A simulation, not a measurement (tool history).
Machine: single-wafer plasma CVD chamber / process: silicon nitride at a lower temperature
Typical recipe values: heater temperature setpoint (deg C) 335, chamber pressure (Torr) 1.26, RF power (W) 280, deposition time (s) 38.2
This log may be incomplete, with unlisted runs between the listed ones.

run   hour  heater temperature setpoint (deg C)  chamber pressure (Torr)  RF power (W)  deposition time (s)  read-back reference wafer on the same gauge, thickness_nm  mean film thickness on the monitor wafer (Å)
  1      0                                  335                     1.26           280                 38.2                                                     38.531                                        413.22
  2   35.1                                  335                      1.1           250                 38.2                                                     38.464                                        354.93
  3   47.5                                  335                      1.1           250                 38.2                                                     38.486                                        354.69
  4   65.7                                  335                     1.26           280                 38.2                                                     38.392                                        408.96
  5   99.2                                  335                     1.26           280                 38.2                                                     38.407                                        410.47
  6  115.4                                  335                     1.26           280                 38.2                                                      38.37                                        410.92
  7  128.3                                  335                     1.26           280                 38.2                                                     38.272                                        411.35
     182.5  -- gauge calibrated
  8  191.7                                  335                     1.26           280                 38.2                                                     39.181                                        419.51
  9    214                                  335                     1.26           280                 38.2                                                      39.11                                        419.78
 10  231.7                                  338                     1.44           280                 38.2                                                     39.079                                        446.33
 11  253.6                                  338                     1.44           280                 38.2                                                      39.01                                        441.23
 12  268.5                                  335                     1.41           280                 38.2                                                     38.994                                        439.82
 13  295.9                                  335                     1.26           280                 41.1                                                     38.945                                        449.66
 14    311                                  335                     1.26           280                 38.2                                                     38.956                                        416.54
 15  339.1                                  321                     1.42           330                 44.5                                                     38.865                                        577.31
     372.7  -- showerhead replaced
 16  373.2                                  347                     1.05           310                 34.7                                                     38.828                                        371.96
 17  388.4                                  321                     1.44           280                 38.2                                                     38.859                                        441.74

Run 18 comes next. What will it give?
 18  421.7                                  335                     1.42           280                 44.1                                                          ?                                             ?

Run 18 produced read-back reference wafer on the same gauge, thickness_nm 38.791, mean film thickness on the monitor wafer (Å) 502.73.
With no hidden state in the tool, this same run would have given mean film thickness on the monitor wafer (Å) 506.84.

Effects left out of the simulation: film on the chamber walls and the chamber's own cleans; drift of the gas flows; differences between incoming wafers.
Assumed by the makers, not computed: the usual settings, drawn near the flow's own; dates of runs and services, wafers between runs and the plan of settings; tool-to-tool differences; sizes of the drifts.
